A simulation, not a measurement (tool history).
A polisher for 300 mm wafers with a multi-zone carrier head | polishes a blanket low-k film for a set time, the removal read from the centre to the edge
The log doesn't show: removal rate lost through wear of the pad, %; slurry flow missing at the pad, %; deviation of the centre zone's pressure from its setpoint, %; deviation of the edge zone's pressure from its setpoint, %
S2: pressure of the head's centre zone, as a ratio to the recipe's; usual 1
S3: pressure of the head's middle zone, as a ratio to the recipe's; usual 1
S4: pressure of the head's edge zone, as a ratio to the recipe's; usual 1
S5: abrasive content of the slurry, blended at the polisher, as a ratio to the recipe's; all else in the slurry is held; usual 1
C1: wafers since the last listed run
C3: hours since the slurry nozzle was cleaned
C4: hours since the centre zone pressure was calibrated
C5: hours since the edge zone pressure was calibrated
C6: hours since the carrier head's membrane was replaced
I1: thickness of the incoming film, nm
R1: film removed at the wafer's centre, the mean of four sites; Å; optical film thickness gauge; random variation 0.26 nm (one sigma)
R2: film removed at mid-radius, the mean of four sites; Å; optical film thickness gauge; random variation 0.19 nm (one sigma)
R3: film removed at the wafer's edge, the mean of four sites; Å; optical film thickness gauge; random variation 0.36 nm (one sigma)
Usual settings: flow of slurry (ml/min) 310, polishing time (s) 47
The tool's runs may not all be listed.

{"run": 1, "hour": 0.0, "flow of slurry (ml/min)": 310, "S2": 1, "S3": 1, "S4": 1, "S5": 1, "polishing time (s)": 47, "C1": 0, "wafers polished on this pad": 655, "C3": 212.8, "C4": 967.5, "C5": 1312.1, "C6": 1646.9, "I1": 578, "R1": 234, "R2": 237, "R3": 234}
{"hour": 11.6, "done": "slurry nozzle cleaned"}
{"run": 2, "hour": 17.4, "flow of slurry (ml/min)": 310, "S2": 1, "S3": 1, "S4": 1, "S5": 1, "polishing time (s)": 47, "C1": 172, "wafers polished on this pad": 828, "C3": 5.8, "C4": 984.9, "C5": 1329.5, "C6": 1664.3, "I1": 571.8, "R1": 233, "R2": 234, "R3": 229}
{"run": 3, "hour": 49.7, "flow of slurry (ml/min)": 310, "S2": 1, "S3": 1, "S4": 1, "S5": 1, "polishing time (s)": 47, "C1": 340, "wafers polished on this pad": 1168, "C3": 38.1, "C4": 1017.2, "C5": 1361.8, "C6": 1696.6, "I1": 581, "R1": 228, "R2": 233, "R3": 223}
{"hour": 68.6, "done": "centre zone pressure recalibrated"}
{"hour": 73.7, "done": "carrier head's membrane replaced by a new one"}
{"run": 4, "hour": 74.2, "flow of slurry (ml/min)": 310, "S2": 1, "S3": 1, "S4": 1, "S5": 1, "polishing time (s)": 47, "C1": 184, "wafers polished on this pad": 1353, "C3": 62.6, "C4": 5.6, "C5": 1386.3, "C6": 0.5, "I1": 573.7, "R1": 230, "R2": 230, "R3": 225}
{"run": 5, "hour": 99.1, "flow of slurry (ml/min)": 310, "S2": 1, "S3": 1, "S4": 1, "S5": 1, "polishing time (s)": 47, "C1": 262, "wafers polished on this pad": 1616, "C3": 87.5, "C4": 30.5, "C5": 1411.2, "C6": 25.4, "I1": 575.7, "R1": 229, "R2": 231, "R3": 222}
{"run": 6, "hour": 116.1, "flow of slurry (ml/min)": 265, "S2": 1, "S3": 1, "S4": 1, "S5": 1.2, "polishing time (s)": 47, "C1": 179, "wafers polished on this pad": 1795, "C3": 104.5, "C4": 47.5, "C5": 1428.2, "C6": 42.4, "I1": 587, "R1": 243, "R2": 249, "R3": 241}
{"hour": 122.8, "done": "worn pad replaced by a new one"}
{"run": 7, "hour": 142.8, "flow of slurry (ml/min)": 310, "S2": 1, "S3": 1.08, "S4": 1, "S5": 0.75, "polishing time (s)": 47, "C1": 239, "wafers polished on this pad": 210, "C3": 131.2, "C4": 74.2, "C5": 1454.9, "C6": 69.1, "I1": 569.4, "R1": 209, "R2": 226, "R3": 209}
{"hour": 151.5, "done": "edge zone pressure recalibrated"}
{"run": 8, "hour": 173.2, "flow of slurry (ml/min)": 310, "S2": 0.9, "S3": 1, "S4": 1, "S5": 1, "polishing time (s)": 47, "C1": 299, "wafers polished on this pad": 510, "C3": 161.6, "C4": 104.6, "C5": 21.7, "C6": 99.5, "I1": 577.3, "R1": 222, "R2": 241, "R3": 230}
{"run": 9, "hour": 186.8, "flow of slurry (ml/min)": 310, "S2": 1, "S3": 1, "S4": 1.12, "S5": 1, "polishing time (s)": 47, "C1": 143, "wafers polished on this pad": 653, "C3": 175.2, "C4": 118.2, "C5": 35.3, "C6": 113.1, "I1": 570.8, "R1": 238, "R2": 237, "R3": 241}
{"run": 10, "hour": 215.9, "flow of slurry (ml/min)": 310, "S2": 1, "S3": 1, "S4": 1, "S5": 1, "polishing time (s)": 47, "C1": 306, "wafers polished on this pad": 960, "C3": 204.3, "C4": 147.3, "C5": 64.4, "C6": 142.2, "I1": 579.6, "R1": 231, "R2": 237, "R3": 232}
{"run": 11, "hour": 233.1, "flow of slurry (ml/min)": 310, "S2": 0.91, "S3": 1, "S4": 0.88, "S5": 0.75, "polishing time (s)": 47, "C1": 181, "wafers polished on this pad": 1142, "C3": 221.5, "C4": 164.5, "C5": 81.6, "C6": 159.4, "I1": 578.3, "R1": 184, "R2": 200, "R3": 188}
{"hour": 243.8, "done": "slurry nozzle cleaned"}
{"run": 12, "hour": 247.5, "flow of slurry (ml/min)": 310, "S2": 0.91, "S3": 1, "S4": 1.06, "S5": 1, "polishing time (s)": 47, "C1": 141, "wafers polished on this pad": 1283, "C3": 3.7, "C4": 178.9, "C5": 96, "C6": 173.8, "I1": 575.1, "R1": 221, "R2": 235, "R3": 232}
{"hour": 277.4, "done": "worn pad replaced by a new one"}
{"run": 13, "hour": 278.7, "flow of slurry (ml/min)": 310, "S2": 1, "S3": 1, "S4": 1, "S5": 1, "polishing time (s)": 47, "C1": 286, "wafers polished on this pad": 13, "C3": 34.9, "C4": 210.1, "C5": 127.2, "C6": 205, "I1": 579, "R1": 248, "R2": 252, "R3": 242}
{"run": 14, "hour": 299.5, "flow of slurry (ml/min)": 310, "S2": 1.07, "S3": 1, "S4": 0.94, "S5": 1, "polishing time (s)": 47, "C1": 219, "wafers polished on this pad": 233, "C3": 55.7, "C4": 230.9, "C5": 148, "C6": 225.8, "I1": 584.5, "R1": 261, "R2": 244, "R3": 230}
{"run": 15, "hour": 325.7, "flow of slurry (ml/min)": 310, "S2": 1, "S3": 1, "S4": 1, "S5": 1, "polishing time (s)": 47, "C1": 276, "wafers polished on this pad": 509, "C3": 81.9, "C4": 257.1, "C5": 174.2, "C6": 252, "I1": 578, "R1": 236, "R2": 238, "R3": 235}
{"run": 16, "hour": 344.8, "flow of slurry (ml/min)": 380, "S2": 0.93, "S3": 1, "S4": 0.94, "S5": 1, "polishing time (s)": 47, "C1": 201, "wafers polished on this pad": 711, "C3": 101, "C4": 276.2, "C5": 193.3, "C6": 271.1, "I1": 581.5, "R1": 231, "R2": 240, "R3": 228}
{"run": 17, "hour": 357.7, "flow of slurry (ml/min)": 310, "S2": 1, "S3": 1, "S4": 1, "S5": 1, "polishing time (s)": 47, "C1": 136, "wafers polished on this pad": 847, "C3": 113.9, "C4": 289.1, "C5": 206.2, "C6": 284, "I1": 585.9, "R1": 230, "R2": 238, "R3": 227}
{"run": 18, "hour": 385.1, "flow of slurry (ml/min)": 235, "S2": 1, "S3": 1, "S4": 1, "S5": 1, "polishing time (s)": 47, "C1": 288, "wafers polished on this pad": 1136, "C3": 141.3, "C4": 316.5, "C5": 233.6, "C6": 311.4, "I1": 586.8, "R1": 221, "R2": 228, "R3": 223}
{"run": 19, "hour": 418.4, "flow of slurry (ml/min)": 310, "S2": 1, "S3": 1, "S4": 1, "S5": 1.25, "polishing time (s)": 62, "C1": 351, "wafers polished on this pad": 1487, "C3": 174.6, "C4": 349.8, "C5": 266.9, "C6": 344.7, "I1": 590.7, "R1": 330, "R2": 339, "R3": 330}
{"run": 20, "hour": 450.8, "flow of slurry (ml/min)": 310, "S2": 1, "S3": 1, "S4": 1, "S5": 1, "polishing time (s)": 47, "C1": 341, "wafers polished on this pad": 1829, "C3": 207, "C4": 382.2, "C5": 299.3, "C6": 377.1, "I1": 582.7, "R1": 226, "R2": 230, "R3": 229}
{"hour": 459.1, "done": "worn pad replaced by a new one"}
{"hour": 468.7, "done": "slurry nozzle cleaned"}
{"run": 21, "hour": 483.8, "flow of slurry (ml/min)": 310, "S2": 1, "S3": 1, "S4": 1, "S5": 1, "polishing time (s)": 47, "C1": 295, "wafers polished on this pad": 250, "C3": 15.1, "C4": 415.2, "C5": 332.3, "C6": 410.1, "I1": 582.1, "R1": 242, "R2": 246, "R3": 242}
{"run": 22, "hour": 506.2, "flow of slurry (ml/min)": 380, "S2": 1.09, "S3": 1, "S4": 1, "S5": 0.75, "polishing time (s)": 53, "C1": 236, "wafers polished on this pad": 486, "C3": 37.5, "C4": 437.6, "C5": 354.7, "C6": 432.5, "I1": 579.7, "R1": 250, "R2": 235, "R3": 236}
{"run": 23, "hour": 528.7, "flow of slurry (ml/min)": 345, "S2": 1, "S3": 1, "S4": 1, "S5": 1, "polishing time (s)": 59, "C1": 237, "wafers polished on this pad": 723, "C3": 60, "C4": 460.1, "C5": 377.2, "C6": 455, "I1": 579.6, "R1": 301, "R2": 302, "R3": 289}

Forecast each of these 3 alternatives for the next run:
{"run": "A", "hour": 529.1, "flow of slurry (ml/min)": 310, "S2": 1, "S3": 1, "S4": 1, "S5": 1, "polishing time (s)": 47, "C1": 4, "wafers polished on this pad": 727, "C3": 60.4, "C4": 460.5, "C5": 377.6, "C6": 455.4, "I1": 573.6, "R1": "?", "R2": "?", "R3": "?"}
{"run": "B", "hour": 529.1, "flow of slurry (ml/min)": 310, "S2": 1, "S3": 1, "S4": 1.11, "S5": 1, "polishing time (s)": 47, "C1": 4, "wafers polished on this pad": 727, "C3": 60.4, "C4": 460.5, "C5": 377.6, "C6": 455.4, "I1": 573.6, "R1": "?", "R2": "?", "R3": "?"}
{"run": "C", "hour": 529.1, "flow of slurry (ml/min)": 310, "S2": 1, "S3": 1, "S4": 0.96, "S5": 1, "polishing time (s)": 47, "C1": 4, "wafers polished on this pad": 727, "C3": 60.4, "C4": 460.5, "C5": 377.6, "C6": 455.4, "I1": 573.6, "R1": "?", "R2": "?", "R3": "?"}

run=A R1=232 R2=237 R3=229
run=B R1=232 R2=237 R3=238
run=C R1=232 R2=237 R3=226
Without the tool's hidden state the same runs would have given:
run=A R1=248 R2=254 R3=246
run=B R1=248 R2=254 R3=255
run=C R1=248 R2=254 R3=242
